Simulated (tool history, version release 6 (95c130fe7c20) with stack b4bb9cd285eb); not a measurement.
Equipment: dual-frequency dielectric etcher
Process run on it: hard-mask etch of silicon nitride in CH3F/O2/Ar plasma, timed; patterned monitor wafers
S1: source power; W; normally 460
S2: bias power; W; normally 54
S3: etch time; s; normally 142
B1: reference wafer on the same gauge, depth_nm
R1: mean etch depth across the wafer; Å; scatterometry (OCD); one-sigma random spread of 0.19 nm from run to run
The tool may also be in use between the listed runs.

run   hour   S1  S2     S3    B1    R1
  1      0  460  54    142  70.5   880
  2   26.3  460  54    142  70.5   879
  3   39.3  460  54    142  70.5   877
  4   60.5  460  54    142  70.5   880
  5   95.4  460  54    142  70.5   876
  6  118.2  460  54    142  70.5   878
  7  145.2  460  54    142  70.5   879
  8  163.5  460  54    142  70.5   879
  9  195.1  460  54    142  70.5   879
 10  226.9  460  54    142  70.5   877
 11  243.4  460  54    142  70.5   877
 12  256.2  390  54    142  70.5   833
 13  293.3  390  54    142  70.5   837
 14  295.1  460  54  155.5  70.5   962
 15  327.2  540  45  173.5  70.5  1043
 16  370.5  460  54    142  70.5   879
 17  380.5  460  58    142  70.5   904
 18  395.9  420  46    174  70.5   976
 19  416.6  460  66  115.5  70.5   781
 20  452.2  460  62    142  70.5   933
 21  479.4  460  54    142  70.5   878
 22  502.4  460  41    142  70.5   780
 23  529.1  410  41  180.5  70.5   955
 24  553.1  460  54    142  70.5   877
 25  587.2  460  65    142  70.5   951
 26  620.5  460  54    142  70.5   877
 27  644.6  530  54    127  70.6   820
 28  664.3  350  54  100.5  70.5   572
 29  707.9  400  54    142  70.5   841

Not shown here: 6 entries made in the log between runs. Locate each between two listed runs and compare the hidden state at the listed run before it with the hidden state at the listed run after it:
Logged between run 7 and run 8: gauge calibrated (hour 161.3)
  no hidden state differs between the two runs
Logged between run 8 and run 9: bias power generator calibrated (hour 190.7)
  no hidden state differs between the two runs
Logged between run 12 and run 13: wet clean of the chamber (hour 292.8)
  no hidden state differs between the two runs
Logged between run 14 and run 15: source power generator calibrated (hour 325.8)
  no hidden state differs between the two runs
Logged between run 15 and run 16: upper electrode replaced (hour 370)
  no hidden state differs between the two runs
Logged between run 28 and run 29: wet clean of the chamber (hour 707.4)
  no hidden state differs between the two runs
